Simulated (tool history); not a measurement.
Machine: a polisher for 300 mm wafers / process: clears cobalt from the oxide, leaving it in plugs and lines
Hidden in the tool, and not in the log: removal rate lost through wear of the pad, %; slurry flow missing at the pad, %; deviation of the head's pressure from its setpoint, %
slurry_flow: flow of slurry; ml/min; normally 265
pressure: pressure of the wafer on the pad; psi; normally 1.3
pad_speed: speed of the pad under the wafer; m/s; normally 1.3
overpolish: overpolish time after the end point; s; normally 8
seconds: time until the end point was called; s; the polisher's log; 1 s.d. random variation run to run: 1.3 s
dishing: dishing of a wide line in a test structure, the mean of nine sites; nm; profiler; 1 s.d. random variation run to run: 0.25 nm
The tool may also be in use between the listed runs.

run     day  slurry_flow  pressure  pad_speed  overpolish  wafers since the last listed run  wafers polished on this pad  hours since the slurry nozzle was cleaned  hours since the head pressure was calibrated  incoming thickness of the incoming film, nm  seconds  dishing
  1       0          265       1.3       1.06           8                                 0                         1505                                      506.6                                         533.8                                        312.1     85.6       20
      2.138  -- slurry nozzle cleaned
  2   2.158          265       1.3        1.3           6                               400                         1906                                        0.5                                         585.6                                        308.8     66.6     18.8
      3.625  -- head pressure recalibrated
  3     3.9          225       1.3        1.3           8                               313                         2219                                       42.3                                           6.6                                        307.9     76.5       21
  4   6.408          265       1.3       1.04           5                               474                         2694                                      102.5                                          66.8                                        308.5     83.5     14.1
  5   7.908          265       1.3       1.04           5                               283                         2978                                      138.5                                         102.8                                        305.9     83.5     13.9
      9.075  -- worn pad replaced by a new one
  6   9.096          265       1.3       1.04           5                               193                            3                                        167                                         131.3                                        312.5     84.7     13.8
  7  11.125          200       1.3        1.3           8                               383                          387                                      215.7                                           180                                        314.4     77.8       21
  8  12.317          200       1.3        1.3           8                               225                          613                                      244.3                                         208.6                                        307.6     75.9     21.3
  9  14.575          200       1.3        1.3           8                               427                         1040                                      298.5                                         262.8                                        310.1     78.1     21.4
 10  17.104          265       1.3        1.3           8                               478                         1518                                      359.2                                         323.5                                        314.5     74.9     22.2
 11  19.704          265       1.3        1.3           8                               491                         2010                                      421.6                                         385.9                                        309.7     72.8     21.6
 12  21.733          265       1.3        1.3           8                               383                         2394                                      470.3                                         434.6                                        307.7     71.3     21.6
 13  27.108          265       1.4       0.96           8                              1016                         3411                                      599.3                                         563.6                                        311.1     85.4       20
     27.212  -- slurry nozzle cleaned
      27.85  -- head pressure recalibrated
     28.183  -- worn pad replaced by a new one
 14  29.288          265       1.3        1.3           8                               357                          208                                       49.8                                          34.5                                        309.1     75.4     21.2
 15  31.054          310       1.4       1.62           8                               334                          542                                       92.2                                          76.9                                        305.9     54.9     25.1
 16  33.338          330       1.1        1.3           8                               431                          974                                        147                                         131.7                                        309.7     84.7     20.5
 17  35.662          265       1.3        1.3           8                               439                         1414                                      202.8                                         187.5                                        308.6     72.5     21.6
 18  37.433          265       1.5        1.3           8                               334                         1749                                      245.3                                           230                                        307.3       62     23.4
 19  39.554          235       1.5       1.54          12                               401                         2150                                      296.2                                         280.9                                        307.8     57.1     30.4
 20  41.646          305       1.3       0.98           8                               395                         2546                                      346.4                                         331.1                                        312.6     88.4     19.3
     43.188  -- worn pad replaced by a new one
 21    43.3          265       1.1        1.3          12                               281                           21                                      386.1                                         370.8                                        307.5       86     24.8
 22  45.462          265       1.3        1.3           8                               409                          430                                        438                                         422.7                                        309.7     72.1     21.8
 23  47.921          345       1.6        1.3          10                               465                          895                                        497                                         481.7                                        313.4     56.8     27.6
 24   48.95          315       1.3       1.56           8                               194                         1090                                      521.7                                         506.4                                        306.8     61.8     23.9
 25  50.888          265       1.8        1.3           5                               366                         1456                                      568.2                                         552.9                                        310.1       52     19.6
 26  52.525          265       1.3        1.3           8                               309                         1766                                      607.5                                         592.2                                        310.7     75.6     21.5
     53.554  -- head pressure recalibrated
 27  53.775          265         1        1.3           8                               220                         1986                                      637.5                                           5.3                                        311.2    106.8       17
 28  55.446          220       1.7       1.52           4                               316                         2303                                      677.6                                          45.4                                        313.3     58.7       16
     55.521  -- slurry nozzle cleaned
 29  57.138          195       1.3        1.3           6                               312                         2615                                       38.8                                            86                                          309     73.6     17.7
     57.712  -- worn pad replaced by a new one
 30  58.208          265       0.9       1.72           8                               171                           94                                       64.5                                         111.7                                        310.1     84.6     19.9
 31  60.546          265       1.3        1.3           8                               442                          536                                      120.6                                         167.8                                        308.2     70.9     21.9
 32  62.696          265       1.3        1.3           6                               406                          942                                      172.2                                         219.4                                        306.9     68.5     18.1
 33  65.621          265       1.2        1.3           8                               553                         1496                                      242.4                                         289.6                                        307.3     74.2     21.1
 34  67.125          180       1.6       1.66           8                               284                         1780                                      278.5                                         325.7                                        310.3     51.5     26.2

Some steps in seconds, run to run, broken into two amounts with sign: the step expected even without the hidden condition (settings, incoming material, random variation), and the rest, left for the hidden condition together with whatever gauge scatter is not in both the measured and the hidden-condition-free result:
Run 2 -> 3: slurry_flow 265 -> 225, overpolish 6 -> 8, head pressure recalibrated. seconds +9.9 s: hidden state +8.9, all else +1.
Run 19 -> 20: slurry_flow 235 -> 305, pressure 1.5 -> 1.3, pad_speed 1.54 -> 0.98, overpolish 12 -> 8. seconds +31.3 s: hidden state -2.2, all else +33.5.
Run 26 -> 27: pressure 1.3 -> 1, head pressure recalibrated. seconds +31.2 s: hidden state +11.6, all else +19.6.
Run 27 -> 28: slurry_flow 265 -> 220, pressure 1 -> 1.7, pad_speed 1.3 -> 1.52, overpolish 8 -> 4. seconds -48.1 s: hidden state -4.6, all else -43.5.
Run 28 -> 29: slurry_flow 220 -> 195, pressure 1.7 -> 1.3, pad_speed 1.52 -> 1.3, overpolish 4 -> 6, slurry nozzle cleaned. seconds +14.9 s: hidden state -8.4, all else +23.3.
